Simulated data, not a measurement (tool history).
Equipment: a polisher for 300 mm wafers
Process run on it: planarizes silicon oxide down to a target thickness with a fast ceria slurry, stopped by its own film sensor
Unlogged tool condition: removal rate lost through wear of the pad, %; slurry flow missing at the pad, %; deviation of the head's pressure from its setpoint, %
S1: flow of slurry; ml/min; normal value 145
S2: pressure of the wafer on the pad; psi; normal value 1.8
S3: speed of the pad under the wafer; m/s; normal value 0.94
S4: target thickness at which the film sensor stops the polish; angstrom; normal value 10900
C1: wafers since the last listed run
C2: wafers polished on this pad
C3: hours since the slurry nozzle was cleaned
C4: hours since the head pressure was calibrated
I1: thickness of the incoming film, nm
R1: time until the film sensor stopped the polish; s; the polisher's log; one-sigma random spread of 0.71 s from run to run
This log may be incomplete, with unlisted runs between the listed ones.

run,day,S1,S2,S3,S4,C1,C2,C3,C4,I1,R1
1,0.000,145,1.8,1.02,10900,0,23,191.1,45.9,1780.5,59.0
2,0.679,145,1.8,0.94,11770,161,185,207.4,62.2,1718.0,49.5
3,1.546,145,1.8,0.94,10900,206,391,228.2,83.0,1762.4,62.8
4,2.350,145,1.8,0.94,10900,191,582,247.5,102.3,1762.1,63.0
5,3.262,145,1.8,0.94,10900,217,800,269.4,124.2,1738.7,59.6
6,5.383,110,1.8,0.94,10900,504,1304,320.3,175.1,1749.5,67.5
7,6.858,145,1.8,0.86,10900,350,1655,355.7,210.5,1761.7,67.3
# day 8.308: worn pad replaced by a new one
8,8.329,145,1.8,0.86,10900,310,4,391.0,245.8,1739.5,66.0
9,8.800,180,1.8,0.94,10900,112,117,402.3,257.1,1734.6,56.4
# day 9.371: slurry nozzle cleaned
10,9.854,145,2.2,0.94,12540,240,357,11.6,282.4,1767.0,43.6
11,10.488,185,1.8,1.02,10900,150,508,26.8,297.6,1747.5,57.7
12,11.092,145,2.1,0.94,10900,143,652,41.3,312.1,1750.3,59.6
13,11.750,145,1.6,0.70,10900,156,808,57.1,327.9,1759.9,101.2
14,12.429,145,1.8,0.94,10900,161,970,73.4,344.2,1740.7,67.7
15,13.000,145,1.8,0.94,10900,135,1106,87.1,357.9,1753.0,70.3
# day 13.133: head pressure recalibrated
16,14.083,145,1.8,0.94,10900,237,1344,113.1,22.8,1733.2,68.8
# day 14.554: slurry nozzle cleaned, repeated, since the last time left the tool worse
17,14.775,145,1.6,0.84,10900,154,1498,5.3,39.4,1765.9,73.3
# day 15.712: worn pad replaced by a new one
18,15.733,165,1.5,0.94,10900,188,4,28.3,62.4,1753.4,66.8
19,20.129,185,2.2,1.08,10900,1045,1050,133.8,167.9,1769.3,42.8
20,21.175,145,1.8,1.24,10900,248,1299,158.9,193.0,1752.2,47.5
21,22.017,185,2.2,0.64,11620,200,1499,179.1,213.2,1754.1,58.3
22,23.138,165,2.3,0.94,8890,266,1766,206.0,240.1,1760.5,61.5
23,24.271,145,1.8,0.94,10900,269,2035,233.2,267.3,1747.5,60.1
# day 24.654: worn pad replaced by a new one
24,25.050,145,2.3,0.94,13120,145,93,251.9,286.0,1734.7,30.5
25,26.192,190,1.8,0.84,11630,271,365,279.3,313.4,1739.3,54.0
26,26.775,145,1.8,0.94,10900,138,504,293.3,327.4,1752.5,61.1
27,28.258,145,1.8,1.08,10900,352,857,328.9,363.0,1742.5,55.0
28,29.696,185,2.2,1.08,10900,342,1199,363.4,397.5,1754.4,42.9
# day 29.971: head pressure recalibrated
29,30.933,145,1.8,0.70,10280,274,1473,393.1,23.1,1779.4,88.3
# day 31.904: worn pad replaced by a new one
30,32.321,145,1.8,1.16,11570,290,99,426.4,56.4,1738.2,45.7
31,32.833,185,1.8,0.94,12820,121,221,438.7,68.7,1720.6,39.2
# day 33.671: slurry nozzle cleaned
32,34.229,145,2.1,0.94,12660,322,543,13.4,102.2,1784.2,38.7
33,35.600,145,1.8,0.94,12240,326,869,46.3,135.1,1778.5,48.5
34,37.062,145,1.8,0.94,10900,347,1217,81.4,170.2,1764.9,60.0
35,38.038,145,1.6,0.82,12520,231,1449,104.8,193.6,1724.8,53.1
36,38.754,105,1.8,1.06,10190,170,1620,122.0,210.8,1754.8,66.3

Across each entry between runs, compare the hidden state at the last listed run before it with the hidden state at the first listed run after it:
From run 7 to run 8: worn pad replaced by a new one (day 8.308)
  slurry flow missing at the pad, %: 24.5 -> 24.9
  measured minus no-state result, R1: +4.2 -> +4.3 s
From run 9 to run 10: slurry nozzle cleaned (day 9.371)
  slurry flow missing at the pad, %: 25.1 -> 40.1
  measured minus no-state result, R1: +2.9 -> +5.6 s
From run 15 to run 16: head pressure recalibrated (day 13.133)
  slurry flow missing at the pad, %: 49.2 -> 51.3
  measured minus no-state result, R1: +12.8 -> +13.6 s
From run 16 to run 17: slurry nozzle cleaned, repeated, since the last time left the tool worse (day 14.554)
  slurry flow missing at the pad, %: 51.3 -> 1.37
  measured minus no-state result, R1: +13.6 -> +0.2 s
From run 17 to run 18: worn pad replaced by a new one (day 15.712)
  slurry flow missing at the pad, %: 1.37 -> 4.82
  measured minus no-state result, R1: +0.2 -> +0.6 s
From run 23 to run 24: worn pad replaced by a new one (day 24.654)
  slurry flow missing at the pad, %: 19.9 -> 20.5
  measured minus no-state result, R1: +2.9 -> +1.5 s
From run 28 to run 29: head pressure recalibrated (day 29.971)
  slurry flow missing at the pad, %: 22.7 -> 23.1
  measured minus no-state result, R1: +1.9 -> +5.1 s
From run 29 to run 30: worn pad replaced by a new one (day 31.904)
  slurry flow missing at the pad, %: 23.1 -> 23.4
  measured minus no-state result, R1: +5.1 -> +2.7 s
From run 31 to run 32: slurry nozzle cleaned (day 33.671)
  slurry flow missing at the pad, %: 23.5 -> 3.02
  measured minus no-state result, R1: +1.8 -> +0.3 s
